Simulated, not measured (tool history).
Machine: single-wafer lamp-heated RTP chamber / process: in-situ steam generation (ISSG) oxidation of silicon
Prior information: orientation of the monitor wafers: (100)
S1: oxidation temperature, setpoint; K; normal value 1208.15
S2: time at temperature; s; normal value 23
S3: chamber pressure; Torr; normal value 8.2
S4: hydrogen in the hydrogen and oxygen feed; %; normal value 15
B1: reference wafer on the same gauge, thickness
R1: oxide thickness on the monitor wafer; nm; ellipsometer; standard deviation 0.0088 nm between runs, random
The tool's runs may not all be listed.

| run | hour | S1 | S2 | S3 | S4 | B1 | R1 |
|---|---|---|---|---|---|---|---|
| 1 | 0.0 | 1208.15 | 23 | 8.2 | 15 | 3.470 | 3.918 |
| 2 | 26.0 | 1208.15 | 23 | 8.2 | 15 | 3.473 | 3.892 |
| 3 | 88.0 | 1208.15 | 23 | 8.2 | 15 | 3.471 | 3.907 |
| 4 | 113.5 | 1201.15 | 23 | 8.2 | 15 | 3.469 | 3.818 |
| 5 | 176.9 | 1201.15 | 23 | 8.2 | 15 | 3.468 | 3.817 |
| 6 | 375.9 | 1208.15 | 23 | 8.2 | 15 | 3.472 | 3.891 |
| 7 | 560.3 | 1192.15 | 23 | 8.2 | 12 | 3.468 | 3.548 |
| 8 | 613.6 | 1192.15 | 23 | 8.2 | 12 | 3.469 | 3.563 |
| 9 | 764.8 | 1192.15 | 23 | 8.2 | 12 | 3.471 | 3.581 |
| 10 | 806.2 | 1208.15 | 23 | 8.2 | 15 | 3.472 | 3.900 |
| 11 | 831.1 | 1208.15 | 23 | 8.2 | 15 | 3.471 | 3.901 |
| 12 | 869.7 | 1227.15 | 23 | 8.2 | 11 | 3.470 | 3.880 |
| 13 | 936.9 | 1208.15 | 23 | 8.2 | 15 | 3.473 | 3.908 |
| 14 | 970.7 | 1208.15 | 23 | 7.1 | 15 | 3.471 | 3.886 |
| 15 | 1010.3 | 1218.15 | 17 | 9.0 | 22 | 3.469 | 3.852 |
| 16 | 1077.5 | 1208.15 | 23 | 8.2 | 15 | 3.467 | 3.902 |
| 17 | 1120.6 | 1208.15 | 23 | 6.9 | 11 | 3.469 | 3.647 |
| 18 | 1158.8 | 1208.15 | 23 | 8.2 | 11 | 3.470 | 3.657 |
| 19 | 1199.5 | 1196.15 | 20 | 9.1 | 11 | 3.471 | 3.343 |
| 20 | 1256.8 | 1192.15 | 27 | 8.9 | 11 | 3.468 | 3.736 |
| 21 | 1377.2 | 1208.15 | 23 | 8.2 | 15 | 3.471 | 3.890 |
| 22 | 1405.4 | 1208.15 | 23 | 8.2 | 12 | 3.470 | 3.734 |
| 23 | 1441.9 | 1208.15 | 23 | 8.2 | 15 | 3.468 | 3.890 |

Not shown: 8 entries that the log had between the listed runs. Between which runs, and how does the tool's hidden state differ before and after?
Run 4 -> run 5: pyrometer window cleaned and pyrometer calibrated (hour 152.1)
  no hidden state differs between the two runs
Run 5 -> run 6: gauge calibrated (hour 297.1)
  no hidden state differs between the two runs
Run 6 -> run 7: pressure gauge zeroed (hour 461.1); pyrometer window cleaned and pyrometer calibrated (hour 516.1)
  no hidden state differs between the two runs
Run 11 -> run 12: pyrometer window cleaned and pyrometer calibrated (hour 849.5)
  no hidden state differs between the two runs
Run 12 -> run 13: hydrogen flow controller replaced (hour 924.0)
  no hidden state differs between the two runs
Run 14 -> run 15: gauge calibrated (hour 988.1)
  no hidden state differs between the two runs
Run 19 -> run 20: pyrometer window cleaned and pyrometer calibrated (hour 1252.9)
  no hidden state differs between the two runs
